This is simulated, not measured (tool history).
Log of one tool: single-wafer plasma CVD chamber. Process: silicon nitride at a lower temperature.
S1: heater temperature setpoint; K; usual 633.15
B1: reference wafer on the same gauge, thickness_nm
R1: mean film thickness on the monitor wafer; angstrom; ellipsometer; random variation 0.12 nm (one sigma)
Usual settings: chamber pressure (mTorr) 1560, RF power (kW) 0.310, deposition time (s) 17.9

Run 1, day 0.000: usual settings; B1 20.500. Result: R1 202.95 angstrom.
Run 2, day 1.188: usual settings; B1 20.503. Result: R1 204.70 angstrom.
Run 3, day 2.133: usual settings; B1 20.507. Result: R1 204.55 angstrom.
Run 4, day 3.600: usual settings; B1 20.532. Result: R1 203.82 angstrom.
Run 5, day 4.908: usual settings but chamber pressure (mTorr) 1350, deposition time (s) 20.1; B1 20.524. Result: R1 218.00 angstrom.
Run 6, day 5.925: usual settings but chamber pressure (mTorr) 1350, deposition time (s) 20.1; B1 20.503. Result: R1 216.41 angstrom.
Run 7, day 7.050: usual settings; B1 20.499. Result: R1 205.59 angstrom.
Run 8, day 8.421: usual settings; B1 20.490. Result: R1 205.07 angstrom.
At day 9.679: showerhead replaced.
Run 9, day 9.700: usual settings; B1 20.497. Result: R1 205.07 angstrom.
Run 10, day 10.592: usual settings; B1 20.505. Result: R1 203.12 angstrom.
At day 11.404: gauge calibrated.
Run 11, day 12.029: usual settings but chamber pressure (mTorr) 1320; B1 20.504. Result: R1 190.87 angstrom.
Run 12, day 12.538: usual settings but chamber pressure (mTorr) 1320; B1 20.492. Result: R1 188.86 angstrom.
At day 13.621: thermocouple changed; heater temperature recalibrated.
Run 13, day 13.775: usual settings but chamber pressure (mTorr) 1390, RF power (kW) 0.270, deposition time (s) 19.3; B1 20.484. Result: R1 186.58 angstrom.
At day 15.242: RF generator calibrated.
Run 14, day 15.267: usual settings; B1 20.512. Result: R1 217.26 angstrom.
Run 15, day 16.379: usual settings; B1 20.463. Result: R1 216.67 angstrom.
Run 16, day 17.729: usual settings but S1 645.15 K, chamber pressure (mTorr) 1410, deposition time (s) 16.9; B1 20.532. Result: R1 194.15 angstrom.
Run 17, day 18.871: usual settings but RF power (kW) 0.340, deposition time (s) 15.8; B1 20.488. Result: R1 203.14 angstrom.
Run 18, day 22.454: usual settings; B1 20.466. Result: R1 210.90 angstrom.
Run 19, day 23.067: usual settings but RF power (kW) 0.285, deposition time (s) 14.6; B1 20.503. Result: R1 163.00 angstrom.
Run 20, day 23.700: usual settings; B1 20.528. Result: R1 213.34 angstrom.
Run 21, day 24.412: usual settings but S1 639.15 K, chamber pressure (mTorr) 1400, RF power (kW) 0.295, deposition time (s) 21.1; B1 20.514. Result: R1 232.47 angstrom.
At day 25.538: capacitance manometer re-zeroed and calibrated.
Run 22, day 25.854: usual settings but chamber pressure (mTorr) 1190, RF power (kW) 0.345, deposition time (s) 15.0; B1 20.471. Result: R1 170.84 angstrom.
Run 23, day 26.946: usual settings but chamber pressure (mTorr) 1890, deposition time (s) 19.1; B1 20.499. Result: R1 245.32 angstrom.
Run 24, day 28.138: usual settings; B1 20.518. Result: R1 211.21 angstrom.
Run 25, day 31.562: usual settings but S1 621.15 K, chamber pressure (mTorr) 1930, RF power (kW) 0.335, deposition time (s) 15.5; B1 20.511. Result: R1 209.60 angstrom.
Run 26, day 32.529: usual settings; B1 20.526. Result: R1 210.61 angstrom.
Run 27, day 33.250: usual settings; B1 20.482. Result: R1 210.91 angstrom.
At day 36.208: gauge calibrated.
Run 28, day 36.396: usual settings but S1 619.15 K, chamber pressure (mTorr) 1840, RF power (kW) 0.365; B1 20.476. Result: R1 249.91 angstrom.

Forecast each of these 4 alternatives for the next run:
Run A, day 36.412: usual settings; B1 ?. Result: R1 ?.
Run B, day 36.412: usual settings but chamber pressure (mTorr) 1820, deposition time (s) 14.7; B1 ?. Result: R1 ?.
Run C, day 36.412: usual settings but S1 623.15 K, chamber pressure (mTorr) 1380, RF power (kW) 0.280; B1 ?. Result: R1 ?.
Run D, day 36.412: usual settings but S1 620.15 K, RF power (kW) 0.255; B1 ?. Result: R1 ?.

run      B1      R1
  A  20.501  210.74
  B  20.501  183.11
  C  20.501  186.64
  D  20.501  182.46
Without the tool's hidden state the same runs would have given:
run      R1
  A  218.43
  B  189.79
  C  193.74
  D  189.48
